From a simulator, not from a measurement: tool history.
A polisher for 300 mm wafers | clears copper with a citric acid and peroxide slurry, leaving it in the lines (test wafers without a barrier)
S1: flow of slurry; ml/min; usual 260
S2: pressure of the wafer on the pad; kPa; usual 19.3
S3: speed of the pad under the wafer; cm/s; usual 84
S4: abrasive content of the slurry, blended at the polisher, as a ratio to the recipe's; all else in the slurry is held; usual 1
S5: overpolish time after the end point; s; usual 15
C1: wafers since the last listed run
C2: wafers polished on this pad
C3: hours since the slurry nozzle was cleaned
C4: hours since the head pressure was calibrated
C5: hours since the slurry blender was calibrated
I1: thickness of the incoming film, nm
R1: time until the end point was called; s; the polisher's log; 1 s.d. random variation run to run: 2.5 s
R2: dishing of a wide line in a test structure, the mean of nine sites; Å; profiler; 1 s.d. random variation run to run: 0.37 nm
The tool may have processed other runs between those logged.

{"run": 1, "day": 0.0, "S1": 260, "S2": 19.3, "S3": 84, "S4": 1, "S5": 15, "C1": 0, "C2": 236, "C3": 742.1, "C4": 591.1, "C5": 269, "I1": 284.3, "R1": 193.3, "R2": 155}
{"run": 2, "day": 0.317, "S1": 260, "S2": 19.3, "S3": 84, "S4": 1, "S5": 15, "C1": 58, "C2": 294, "C3": 749.7, "C4": 598.7, "C5": 276.6, "I1": 277.5, "R1": 182.9, "R2": 157}
{"run": 3, "day": 0.975, "S1": 210, "S2": 19.3, "S3": 84, "S4": 1, "S5": 15, "C1": 120, "C2": 415, "C3": 765.5, "C4": 614.5, "C5": 292.4, "I1": 275.2, "R1": 186.1, "R2": 156}
{"day": 1.2, "done": "head pressure recalibrated"}
{"run": 4, "day": 1.321, "S1": 260, "S2": 19.3, "S3": 84, "S4": 1, "S5": 15, "C1": 48, "C2": 464, "C3": 773.8, "C4": 2.9, "C5": 300.7, "I1": 276.4, "R1": 181.8, "R2": 160}
{"run": 5, "day": 1.967, "S1": 260, "S2": 19.3, "S3": 84, "S4": 1, "S5": 15, "C1": 118, "C2": 582, "C3": 789.3, "C4": 18.4, "C5": 316.2, "I1": 282.4, "R1": 186.5, "R2": 160}
{"run": 6, "day": 2.708, "S1": 260, "S2": 19.3, "S3": 84, "S4": 1, "S5": 15, "C1": 136, "C2": 718, "C3": 807.1, "C4": 36.2, "C5": 334, "I1": 275, "R1": 186.1, "R2": 162}
{"run": 7, "day": 3.246, "S1": 260, "S2": 19.3, "S3": 84, "S4": 1, "S5": 15, "C1": 98, "C2": 817, "C3": 820, "C4": 49.1, "C5": 346.9, "I1": 277.9, "R1": 189.5, "R2": 160}
{"day": 3.362, "done": "slurry nozzle cleaned"}
{"run": 8, "day": 3.862, "S1": 260, "S2": 15.2, "S3": 84, "S4": 1, "S5": 20, "C1": 105, "C2": 923, "C3": 12, "C4": 63.9, "C5": 361.7, "I1": 283.5, "R1": 224.8, "R2": 178}
{"day": 4.158, "done": "worn pad replaced by a new one"}
{"run": 9, "day": 5.875, "S1": 190, "S2": 22.1, "S3": 84, "S4": 1, "S5": 8, "C1": 338, "C2": 315, "C3": 60.3, "C4": 112.2, "C5": 410, "I1": 283.7, "R1": 175, "R2": 93}
{"day": 6.375, "done": "slurry blender recalibrated"}
{"run": 10, "day": 6.933, "S1": 260, "S2": 19.3, "S3": 76, "S4": 0.75, "S5": 15, "C1": 179, "C2": 494, "C3": 85.7, "C4": 137.6, "C5": 13.4, "I1": 285, "R1": 219.7, "R2": 134}
{"run": 11, "day": 7.254, "S1": 260, "S2": 19.3, "S3": 76, "S4": 0.75, "S5": 15, "C1": 58, "C2": 553, "C3": 93.4, "C4": 145.3, "C5": 21.1, "I1": 274.9, "R1": 219.1, "R2": 133}
{"run": 12, "day": 7.712, "S1": 260, "S2": 19.3, "S3": 84, "S4": 1, "S5": 20, "C1": 84, "C2": 637, "C3": 104.4, "C4": 156.3, "C5": 32.1, "I1": 278.9, "R1": 190.6, "R2": 208}
{"run": 13, "day": 8.008, "S1": 305, "S2": 19.3, "S3": 84, "S4": 1.25, "S5": 21, "C1": 54, "C2": 691, "C3": 111.5, "C4": 163.4, "C5": 39.2, "I1": 275.9, "R1": 175.2, "R2": 230}
{"run": 14, "day": 8.533, "S1": 260, "S2": 19.3, "S3": 76, "S4": 1, "S5": 8, "C1": 96, "C2": 787, "C3": 124.1, "C4": 176, "C5": 51.8, "I1": 280.6, "R1": 210.3, "R2": 80}
{"day": 9.262, "done": "worn pad replaced by a new one"}
{"run": 15, "day": 9.283, "S1": 260, "S2": 19.3, "S3": 84, "S4": 1, "S5": 15, "C1": 107, "C2": 4, "C3": 142.1, "C4": 194, "C5": 69.8, "I1": 278, "R1": 182.1, "R2": 162}
{"run": 16, "day": 9.671, "S1": 175, "S2": 24.1, "S3": 84, "S4": 1, "S5": 15, "C1": 71, "C2": 75, "C3": 151.4, "C4": 203.3, "C5": 79.1, "I1": 281.3, "R1": 160, "R2": 194}
{"run": 17, "day": 10.75, "S1": 200, "S2": 19.3, "S3": 84, "S4": 1, "S5": 9, "C1": 198, "C2": 273, "C3": 177.3, "C4": 229.2, "C5": 105, "I1": 282.3, "R1": 186.4, "R2": 102}
{"run": 18, "day": 11.267, "S1": 325, "S2": 19.3, "S3": 72, "S4": 1, "S5": 15, "C1": 94, "C2": 368, "C3": 189.7, "C4": 241.6, "C5": 117.4, "I1": 280.3, "R1": 216.3, "R2": 147}
{"run": 19, "day": 11.738, "S1": 260, "S2": 19.3, "S3": 84, "S4": 1, "S5": 9, "C1": 86, "C2": 454, "C3": 201, "C4": 252.9, "C5": 128.7, "I1": 283.4, "R1": 187.4, "R2": 100}
{"run": 20, "day": 12.188, "S1": 260, "S2": 15.9, "S3": 68, "S4": 0.7, "S5": 15, "C1": 82, "C2": 537, "C3": 211.8, "C4": 263.7, "C5": 139.5, "I1": 283.2, "R1": 289.2, "R2": 111}
{"run": 21, "day": 12.529, "S1": 310, "S2": 19.3, "S3": 84, "S4": 1, "S5": 15, "C1": 62, "C2": 600, "C3": 220, "C4": 271.9, "C5": 147.7, "I1": 277.4, "R1": 185.7, "R2": 161}
{"run": 22, "day": 12.992, "S1": 260, "S2": 15.9, "S3": 84, "S4": 1, "S5": 15, "C1": 84, "C2": 685, "C3": 231.1, "C4": 283, "C5": 158.8, "I1": 284, "R1": 212.1, "R2": 138}
{"run": 23, "day": 13.4, "S1": 260, "S2": 19.3, "S3": 84, "S4": 1, "S5": 15, "C1": 74, "C2": 760, "C3": 240.9, "C4": 292.8, "C5": 168.6, "I1": 280.3, "R1": 193.1, "R2": 154}
{"run": 24, "day": 13.85, "S1": 260, "S2": 19.3, "S3": 84, "S4": 1, "S5": 15, "C1": 82, "C2": 842, "C3": 251.7, "C4": 303.6, "C5": 179.4, "I1": 283.4, "R1": 200.4, "R2": 158}
{"run": 25, "day": 14.338, "S1": 260, "S2": 24.8, "S3": 84, "S4": 0.85, "S5": 12, "C1": 89, "C2": 932, "C3": 263.4, "C4": 315.3, "C5": 191.1, "I1": 277.4, "R1": 171.6, "R2": 141}
{"day": 14.921, "done": "worn pad replaced by a new one"}
{"run": 26, "day": 14.942, "S1": 260, "S2": 23.4, "S3": 84, "S4": 1, "S5": 15, "C1": 80, "C2": 4, "C3": 277.9, "C4": 329.8, "C5": 205.6, "I1": 283.7, "R1": 167.1, "R2": 179}
{"run": 27, "day": 16.954, "S1": 260, "S2": 19.3, "S3": 84, "S4": 1, "S5": 15, "C1": 369, "C2": 373, "C3": 326.2, "C4": 378.1, "C5": 253.9, "I1": 277.5, "R1": 179.9, "R2": 162}

Run 28, settings as shown, results not yet in. Your forecast:
{"run": 28, "day": 17.475, "S1": 260, "S2": 19.3, "S3": 84, "S4": 1, "S5": 15, "C1": 95, "C2": 469, "C3": 338.7, "C4": 390.6, "C5": 266.4, "I1": 285.5, "R1": "?", "R2": "?"}

R1: 187.7 s
R2: 160 Å
Were there no unlogged condition in the tool, this run, its random variation unchanged, would have produced R1 179 s, R2 167 Å.

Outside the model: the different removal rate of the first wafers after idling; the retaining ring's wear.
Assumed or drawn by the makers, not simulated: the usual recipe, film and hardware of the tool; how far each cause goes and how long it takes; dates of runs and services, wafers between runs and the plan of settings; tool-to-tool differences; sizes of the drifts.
